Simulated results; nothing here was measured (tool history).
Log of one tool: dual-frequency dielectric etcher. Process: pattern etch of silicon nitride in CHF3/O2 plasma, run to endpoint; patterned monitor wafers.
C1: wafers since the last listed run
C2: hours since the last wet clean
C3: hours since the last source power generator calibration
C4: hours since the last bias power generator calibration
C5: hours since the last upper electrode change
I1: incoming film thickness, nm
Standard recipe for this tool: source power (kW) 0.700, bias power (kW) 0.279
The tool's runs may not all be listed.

Run 1, hour 0.0: usual settings but source power (kW) 0.580; C1 0; C2 231.9; C3 4009.4; C4 4217.9; C5 2604.9; I1 109.9. Result: endpoint time (s) 71.1.
Run 2, hour 20.5: usual settings; C1 159; C2 252.4; C3 4029.9; C4 4238.4; C5 2625.4; I1 109.4. Result: endpoint time (s) 65.5.
Run 3, hour 34.5: usual settings; C1 109; C2 266.4; C3 4043.9; C4 4252.4; C5 2639.4; I1 109.5. Result: endpoint time (s) 66.3.
Run 4, hour 65.3: usual settings; C1 239; C2 297.2; C3 4074.7; C4 4283.2; C5 2670.2; I1 109.4. Result: endpoint time (s) 66.1.
At hour 84.0: source power generator calibrated.
Run 5, hour 95.8: usual settings but source power (kW) 0.640; C1 206; C2 327.7; C3 11.8; C4 4313.7; C5 2700.7; I1 109.7. Result: endpoint time (s) 69.0.
Run 6, hour 108.2: usual settings; C1 96; C2 340.1; C3 24.2; C4 4326.1; C5 2713.1; I1 109.3. Result: endpoint time (s) 66.4.
Run 7, hour 141.2: usual settings; C1 257; C2 373.1; C3 57.2; C4 4359.1; C5 2746.1; I1 109.5. Result: endpoint time (s) 67.3.
Run 8, hour 175.5: usual settings; C1 267; C2 407.4; C3 91.5; C4 4393.4; C5 2780.4; I1 110.2. Result: endpoint time (s) 67.7.
Run 9, hour 210.2: usual settings; C1 270; C2 442.1; C3 126.2; C4 4428.1; C5 2815.1; I1 110.0. Result: endpoint time (s) 67.1.
Run 10, hour 238.7: usual settings; C1 221; C2 470.6; C3 154.7; C4 4456.6; C5 2843.6; I1 111.0. Result: endpoint time (s) 67.7.
Run 11, hour 253.6: usual settings but source power (kW) 0.570, bias power (kW) 0.337; C1 116; C2 485.5; C3 169.6; C4 4471.5; C5 2858.5; I1 109.3. Result: endpoint time (s) 67.0.
At hour 260.4: bias power generator calibrated.
At hour 306.5: upper electrode replaced, of another model than before.
Run 12, hour 307.0: usual settings but source power (kW) 0.830, bias power (kW) 0.297; C1 197; C2 538.9; C3 223.0; C4 46.6; C5 0.5; I1 110.3. Result: endpoint time (s) 63.5.
Run 13, hour 307.3: usual settings but source power (kW) 0.630; C1 2; C2 539.2; C3 223.3; C4 46.9; C5 0.8; I1 110.2. Result: endpoint time (s) 69.9.
Run 14, hour 336.0: usual settings but source power (kW) 0.800, bias power (kW) 0.238; C1 223; C2 567.9; C3 252.0; C4 75.6; C5 29.5; I1 110.5. Result: endpoint time (s) 72.8.
Run 15, hour 351.0: usual settings but source power (kW) 0.880, bias power (kW) 0.250; C1 116; C2 582.9; C3 267.0; C4 90.6; C5 44.5; I1 109.7. Result: endpoint time (s) 67.8.
At hour 400.4: wet clean of the chamber.
Run 16, hour 400.9: usual settings but bias power (kW) 0.343; C1 201; C2 0.5; C3 316.9; C4 140.5; C5 94.4; I1 109.8. Result: endpoint time (s) 58.4.
Run 17, hour 401.3: usual settings but source power (kW) 0.640, bias power (kW) 0.303; C1 3; C2 0.9; C3 317.3; C4 140.9; C5 94.8; I1 109.5. Result: endpoint time (s) 63.8.
Run 18, hour 423.1: usual settings but source power (kW) 0.850, bias power (kW) 0.340; C1 169; C2 22.7; C3 339.1; C4 162.7; C5 116.6; I1 110.2. Result: endpoint time (s) 57.0.
Run 19, hour 457.4: usual settings but source power (kW) 0.660; C1 267; C2 57.0; C3 373.4; C4 197.0; C5 150.9; I1 110.2. Result: endpoint time (s) 66.0.
Run 20, hour 479.7: usual settings but source power (kW) 0.810, bias power (kW) 0.246; C1 173; C2 79.3; C3 395.7; C4 219.3; C5 173.2; I1 109.1. Result: endpoint time (s) 67.3.
Run 21, hour 497.1: usual settings but source power (kW) 0.750; C1 135; C2 96.7; C3 413.1; C4 236.7; C5 190.6; I1 110.2. Result: endpoint time (s) 64.8.
Run 22, hour 528.1: usual settings but source power (kW) 0.820; C1 241; C2 127.7; C3 444.1; C4 267.7; C5 221.6; I1 110.5. Result: endpoint time (s) 64.3.
Run 23, hour 550.3: usual settings; C1 172; C2 149.9; C3 466.3; C4 289.9; C5 243.8; I1 110.0. Result: endpoint time (s) 66.1.
Run 24, hour 580.5: usual settings but bias power (kW) 0.229; C1 235; C2 180.1; C3 496.5; C4 320.1; C5 274.0; I1 109.6. Result: endpoint time (s) 72.8.
Run 25, hour 604.6: usual settings; C1 187; C2 204.2; C3 520.6; C4 344.2; C5 298.1; I1 110.2. Result: endpoint time (s) 66.7.
Run 26, hour 639.9: usual settings; C1 274; C2 239.5; C3 555.9; C4 379.5; C5 333.4; I1 109.1. Result: endpoint time (s) 66.0.
Run 27, hour 670.2: usual settings but bias power (kW) 0.343; C1 235; C2 269.8; C3 586.2; C4 409.8; C5 363.7; I1 110.0. Result: endpoint time (s) 60.3.
Run 28, hour 682.5: usual settings but source power (kW) 0.770; C1 95; C2 282.1; C3 598.5; C4 422.1; C5 376.0; I1 110.1. Result: endpoint time (s) 65.8.
Run 29, hour 714.6: usual settings but bias power (kW) 0.217; C1 249; C2 314.2; C3 630.6; C4 454.2; C5 408.1; I1 110.2. Result: endpoint time (s) 75.7.
Run 30, hour 738.3: usual settings but source power (kW) 0.580, bias power (kW) 0.306; C1 184; C2 337.9; C3 654.3; C4 477.9; C5 431.8; I1 110.1. Result: endpoint time (s) 65.9.
Run 31, hour 762.7: usual settings but source power (kW) 0.820, bias power (kW) 0.217; C1 190; C2 362.3; C3 678.7; C4 502.3; C5 456.2; I1 108.9. Result: endpoint time (s) 72.8.
Run 32, hour 776.8: usual settings but bias power (kW) 0.343; C1 109; C2 376.4; C3 692.8; C4 516.4; C5 470.3; I1 109.5. Result: endpoint time (s) 60.2.
Run 33, hour 797.7: usual settings; C1 162; C2 397.3; C3 713.7; C4 537.3; C5 491.2; I1 109.7. Result: endpoint time (s) 67.8.
Run 34, hour 815.7: usual settings but source power (kW) 0.820, bias power (kW) 0.218; C1 140; C2 415.3; C3 731.7; C4 555.3; C5 509.2; I1 109.8. Result: endpoint time (s) 73.9.
Run 35, hour 827.8: usual settings; C1 94; C2 427.4; C3 743.8; C4 567.4; C5 521.3; I1 108.4. Result: endpoint time (s) 66.7.

What the log doesn't show, run by run:
source power that arrives over what is set, %: 0 in every run
bias power that arrives over what is set, %: 0 in every run
H1: etch rate over this chamber's usual, %
run      H1
  1   -1.73
  2   -1.93
  3   -2.06
  4   -2.35
  5   -2.63
  6   -2.75
  7   -3.05
  8   -3.38
  9    -3.7
 10   -3.97
 11   -4.11
 12   -4.61
 13   -4.61
 14   -4.88
 15   -5.02
 16  -0.103
 17  -0.106
 18   -0.31
 19  -0.631
 20  -0.839
 21      -1
 22   -1.29
 23    -1.5
 24   -1.78
 25   -2.01
 26   -2.34
 27   -2.62
 28   -2.74
 29   -3.04
 30   -3.26
 31   -3.49
 32   -3.62
 33   -3.81
 34   -3.98
 35   -4.09
